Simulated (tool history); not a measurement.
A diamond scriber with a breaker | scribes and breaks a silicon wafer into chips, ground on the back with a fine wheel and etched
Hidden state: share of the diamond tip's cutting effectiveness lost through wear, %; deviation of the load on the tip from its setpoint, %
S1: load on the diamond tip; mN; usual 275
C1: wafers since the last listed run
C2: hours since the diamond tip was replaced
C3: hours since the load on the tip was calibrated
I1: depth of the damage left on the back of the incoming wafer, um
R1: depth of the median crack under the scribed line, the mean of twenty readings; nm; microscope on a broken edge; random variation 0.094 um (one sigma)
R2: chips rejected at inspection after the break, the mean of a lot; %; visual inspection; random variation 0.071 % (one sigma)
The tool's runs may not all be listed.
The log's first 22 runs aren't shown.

run,hour,S1,C1,C2,C3,I1,R1,R2
# hour 491.5: load on the tip recalibrated
23,497.8,275,32,1049,6.3,0.7,8710,1.84
24,533.2,275,113,1084.4,41.7,0.52,8630,1.82
25,559.8,275,85,1111,68.3,0.45,8770,1.8
26,594.4,197,111,1145.6,102.9,0.53,7120,8.73
# hour 605: diamond tip replaced by a new one
27,614.2,275,57,9.2,122.7,0.47,8810,1.89
28,635.2,349,67,30.2,143.7,0.42,10180,6.16
29,670.7,254,113,65.7,179.2,0.33,8430,2.22
30,688.7,225,57,83.7,197.2,0.77,7550,4.12
31,705.6,310,54,100.6,214.1,0.76,9360,2.94
32,734.4,275,92,129.4,242.9,0.41,8770,1.72
33,759.2,212,79,154.2,267.7,0.57,7330,5.63

Forecast each of these 3 alternatives for the next run:
A,759.8,209,1,154.8,268.3,0.68,?,?
B,759.8,321,1,154.8,268.3,0.68,?,?
C,759.8,223,1,154.8,268.3,0.68,?,?

run,R1,R2
A,7360,6.41
B,9670,3.71
C,7670,4.45
Without the tool's hidden state the same runs would have given:
run,R1,R2
A,7300,6.83
B,9600,3.45
C,7610,4.78

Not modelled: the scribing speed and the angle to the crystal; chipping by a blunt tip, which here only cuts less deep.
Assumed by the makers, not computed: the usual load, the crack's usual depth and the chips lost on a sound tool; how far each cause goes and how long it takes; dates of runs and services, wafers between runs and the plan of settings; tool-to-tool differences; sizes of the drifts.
